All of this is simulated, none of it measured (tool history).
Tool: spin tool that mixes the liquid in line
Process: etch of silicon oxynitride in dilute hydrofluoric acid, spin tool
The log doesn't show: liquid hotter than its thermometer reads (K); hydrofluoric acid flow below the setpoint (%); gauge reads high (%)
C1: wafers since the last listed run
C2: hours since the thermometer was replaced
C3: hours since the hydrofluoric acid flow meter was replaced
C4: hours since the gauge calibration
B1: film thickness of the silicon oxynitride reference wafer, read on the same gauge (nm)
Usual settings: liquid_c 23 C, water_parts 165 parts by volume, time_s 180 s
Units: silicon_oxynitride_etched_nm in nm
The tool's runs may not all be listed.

Run 1, day 0: usual settings; C1 0; C2 46.3; C3 486.1; C4 828.2; B1 59.995. Result: silicon_oxynitride_etched_nm 2.002 nm.
Run 2, day 2.792: usual settings; C1 535; C2 113.3; C3 553.1; C4 895.2; B1 60.014. Result: silicon_oxynitride_etched_nm 2.066 nm.
Run 3, day 6.204: usual settings; C1 654; C2 195.2; C3 635; C4 977.1; B1 59.966. Result: silicon_oxynitride_etched_nm 2.019 nm.
Run 4, day 7.925: usual settings but time_s 100 s; C1 330; C2 236.5; C3 676.3; C4 1018.4; B1 60.008. Result: silicon_oxynitride_etched_nm 1.146 nm.
Run 5, day 9.546: usual settings; C1 310; C2 275.4; C3 715.2; C4 1057.3; B1 60.005. Result: silicon_oxynitride_etched_nm 2.052 nm.
Run 6, day 12.246: usual settings; C1 517; C2 340.2; C3 780; C4 1122.1; B1 60.023. Result: silicon_oxynitride_etched_nm 2.101 nm.
Run 7, day 14.146: usual settings but water_parts 115 parts by volume; C1 364; C2 385.8; C3 825.6; C4 1167.7; B1 60.028. Result: silicon_oxynitride_etched_nm 3.099 nm.
Run 8, day 15.375: usual settings but water_parts 115 parts by volume; C1 235; C2 415.3; C3 855.1; C4 1197.2; B1 59.999. Result: silicon_oxynitride_etched_nm 3.149 nm.
Run 9, day 17.508: usual settings but water_parts 115 parts by volume; C1 409; C2 466.5; C3 906.3; C4 1248.4; B1 60.008. Result: silicon_oxynitride_etched_nm 3.149 nm.
At day 18.167: gauge calibrated.
At day 18.967: thermometer replaced.
Run 10, day 19.521: usual settings; C1 377; C2 13.3; C3 954.6; C4 32.5; B1 60.002. Result: silicon_oxynitride_etched_nm 1.936 nm.
Run 11, day 21.054: usual settings; C1 294; C2 50.1; C3 991.4; C4 69.3; B1 60.019. Result: silicon_oxynitride_etched_nm 1.909 nm.
Run 12, day 23.1: usual settings; C1 392; C2 99.2; C3 1040.5; C4 118.4; B1 60.028. Result: silicon_oxynitride_etched_nm 1.922 nm.
Run 13, day 25.454: usual settings but liquid_c 21.5 C, time_s 265 s; C1 451; C2 155.7; C3 1097; C4 174.9; B1 60.038. Result: silicon_oxynitride_etched_nm 2.702 nm.
Run 14, day 27.429: usual settings but time_s 240 s; C1 378; C2 203.1; C3 1144.4; C4 222.3; B1 60.02. Result: silicon_oxynitride_etched_nm 2.613 nm.
Run 15, day 29.508: usual settings but water_parts 115 parts by volume; C1 398; C2 253; C3 1194.3; C4 272.2; B1 59.943. Result: silicon_oxynitride_etched_nm 2.933 nm.
Run 16, day 30.742: usual settings but liquid_c 21.5 C, water_parts 95 parts by volume; C1 236; C2 282.6; C3 1223.9; C4 301.8; B1 59.973. Result: silicon_oxynitride_etched_nm 3.47 nm.
Run 17, day 33.033: usual settings but liquid_c 25.5 C, time_s 130 s; C1 439; C2 337.6; C3 1278.9; C4 356.8; B1 59.98. Result: silicon_oxynitride_etched_nm 1.631 nm.
Run 18, day 35.525: usual settings but water_parts 90 parts by volume, time_s 260 s; C1 477; C2 397.4; C3 1338.7; C4 416.6; B1 59.993. Result: silicon_oxynitride_etched_nm 5.843 nm.
Run 19, day 36.625: usual settings but liquid_c 27.5 C, water_parts 210 parts by volume, time_s 135 s; C1 210; C2 423.8; C3 1365.1; C4 443; B1 60.023. Result: silicon_oxynitride_etched_nm 1.375 nm.
At day 39.342: hydrofluoric acid flow meter replaced.
Run 20, day 39.362: usual settings; C1 516; C2 489.5; C3 0.5; C4 508.7; B1 60.03. Result: silicon_oxynitride_etched_nm 2.278 nm.
At day 40.479: thermometer replaced.
Run 21, day 47.054: usual settings but water_parts 235 parts by volume; C1 1467; C2 157.8; C3 185.1; C4 693.3; B1 60.01. Result: silicon_oxynitride_etched_nm 1.365 nm.
Run 22, day 49.521: usual settings but liquid_c 24.5 C, water_parts 120 parts by volume, time_s 285 s; C1 473; C2 217; C3 244.3; C4 752.5; B1 60.015. Result: silicon_oxynitride_etched_nm 5.256 nm.
Run 23, day 52.438: usual settings but liquid_c 19 C, water_parts 200 parts by volume; C1 559; C2 287; C3 314.3; C4 822.5; B1 60.016. Result: silicon_oxynitride_etched_nm 1.424 nm.
Run 24, day 54.908: usual settings but liquid_c 27.5 C, water_parts 110 parts by volume, time_s 130 s; C1 473; C2 346.3; C3 373.6; C4 881.8; B1 60.043. Result: silicon_oxynitride_etched_nm 2.94 nm.

Forecast each of these 5 alternatives for the next run:
Run A, day 54.929: usual settings; C1 3; C2 346.8; C3 374.1; C4 882.3; B1 ?. Result: silicon_oxynitride_etched_nm ?.
Run B, day 54.929: usual settings but time_s 280 s; C1 3; C2 346.8; C3 374.1; C4 882.3; B1 ?. Result: silicon_oxynitride_etched_nm ?.
Run C, day 54.929: usual settings but water_parts 225 parts by volume; C1 3; C2 346.8; C3 374.1; C4 882.3; B1 ?. Result: silicon_oxynitride_etched_nm ?.
Run D, day 54.929: usual settings but liquid_c 27.5 C, water_parts 105 parts by volume; C1 3; C2 346.8; C3 374.1; C4 882.3; B1 ?. Result: silicon_oxynitride_etched_nm ?.
Run E, day 54.929: usual settings but liquid_c 18.5 C, water_parts 185 parts by volume, time_s 105 s; C1 3; C2 346.8; C3 374.1; C4 882.3; B1 ?. Result: silicon_oxynitride_etched_nm ?.

run      B1  silicon_oxynitride_etched_nm
  A  59.987                         2.137
  B  59.987                         3.324
  C  59.987                         1.495
  D  59.987                         4.341
  E  59.987                         0.891
Without the tool's hidden state the same runs would have given:
run  silicon_oxynitride_etched_nm
  A                          2.06
  B                         3.204
  C                         1.446
  D                         4.182
  E                         0.857
